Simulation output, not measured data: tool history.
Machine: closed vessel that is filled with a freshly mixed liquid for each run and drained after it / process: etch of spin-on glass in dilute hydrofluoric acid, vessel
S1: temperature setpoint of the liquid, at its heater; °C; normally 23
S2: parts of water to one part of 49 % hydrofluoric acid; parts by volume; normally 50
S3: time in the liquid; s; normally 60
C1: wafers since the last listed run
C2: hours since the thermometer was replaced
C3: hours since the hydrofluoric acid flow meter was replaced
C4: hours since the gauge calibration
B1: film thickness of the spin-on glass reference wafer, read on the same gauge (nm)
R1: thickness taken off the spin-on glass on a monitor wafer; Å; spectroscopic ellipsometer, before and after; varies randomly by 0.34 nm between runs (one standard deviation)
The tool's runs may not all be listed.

run	hour	S1	S2	S3	C1	C2	C3	C4	B1	R1
1	0	23	50	60	0	749.9	1142.8	429	100	533.1
2	66	23	50	60	7576	815.9	1208.8	495	100.04	540.7
3	95.3	25.5	50	60	3363	845.2	1238.1	524.3	100.01	594.7
4	122.6	25.5	50	60	3133	872.5	1265.4	551.6	99.99	595.5
5	180.5	25	60	60	6646	930.4	1323.3	609.5	100.01	483.2
6	214.1	25	60	60	3857	964	1356.9	643.1	100.03	493.2
7	265.4	23	50	35	5888	1015.3	1408.2	694.4	100.01	316.5
8	290.6	23	50	60	2892	1040.5	1433.4	719.6	99.99	547.9
9	314.8	22	50	60	2777	1064.7	1457.6	743.8	99.99	528.5
# hour 343.3: hydrofluoric acid flow meter replaced
10	383.9	22	50	60	7817	1133.8	40.6	812.9	99.99	505.7
# hour 394.5: gauge calibrated
# hour 399.9: thermometer replaced
11	444.7	19	50	70	6864	44.8	101.4	50.2	100.03	496.7
12	495.8	19	50	70	5865	95.9	152.5	101.3	100	494.4
13	545.8	23	50	60	5739	145.9	202.5	151.3	99.99	499.9
14	586.2	19.5	45	60	4637	186.3	242.9	191.7	99.98	489.7
15	621.3	25.5	35	85	4029	221.4	278	226.8	100	1147.5
16	739.9	28	25	60	13614	340	396.6	345.4	99.98	1301.9
17	770.4	21.5	65	85	3501	370.5	427.1	375.9	100	513.8
18	815.8	26.5	45	60	5211	415.9	472.5	421.3	99.99	668.4
19	852.8	23	50	60	4247	452.9	509.5	458.3	100.05	518.3
20	911.4	24.5	50	40	6726	511.5	568.1	516.9	100	365.4
21	982.9	26	30	50	8207	583	639.6	588.4	100.01	835.8
22	1050.7	23	30	60	7782	650.8	707.4	656.2	100	904.9
23	1076.6	23	60	60	2973	676.7	733.3	682.1	99.99	431.4
24	1126.1	27.5	65	50	5682	726.2	782.8	731.6	100.02	395.4

Consider 3 possible next runs. They are alternatives, not a sequence: every one starts from the tool as it was left by run 24. What does each give?
A	1126.8	23	50	60	80	726.9	783.5	732.3	?	?
B	1126.8	23	40	90	80	726.9	783.5	732.3	?	?
C	1126.8	23	30	30	80	726.9	783.5	732.3	?	?

run	B1	R1
A	99.99	530.5
B	99.99	1007.7
C	99.99	453.7
Stripped of hidden state, with their random variation kept, the same runs would have yielded:
run	R1
A	496.1
B	942.3
C	424.3

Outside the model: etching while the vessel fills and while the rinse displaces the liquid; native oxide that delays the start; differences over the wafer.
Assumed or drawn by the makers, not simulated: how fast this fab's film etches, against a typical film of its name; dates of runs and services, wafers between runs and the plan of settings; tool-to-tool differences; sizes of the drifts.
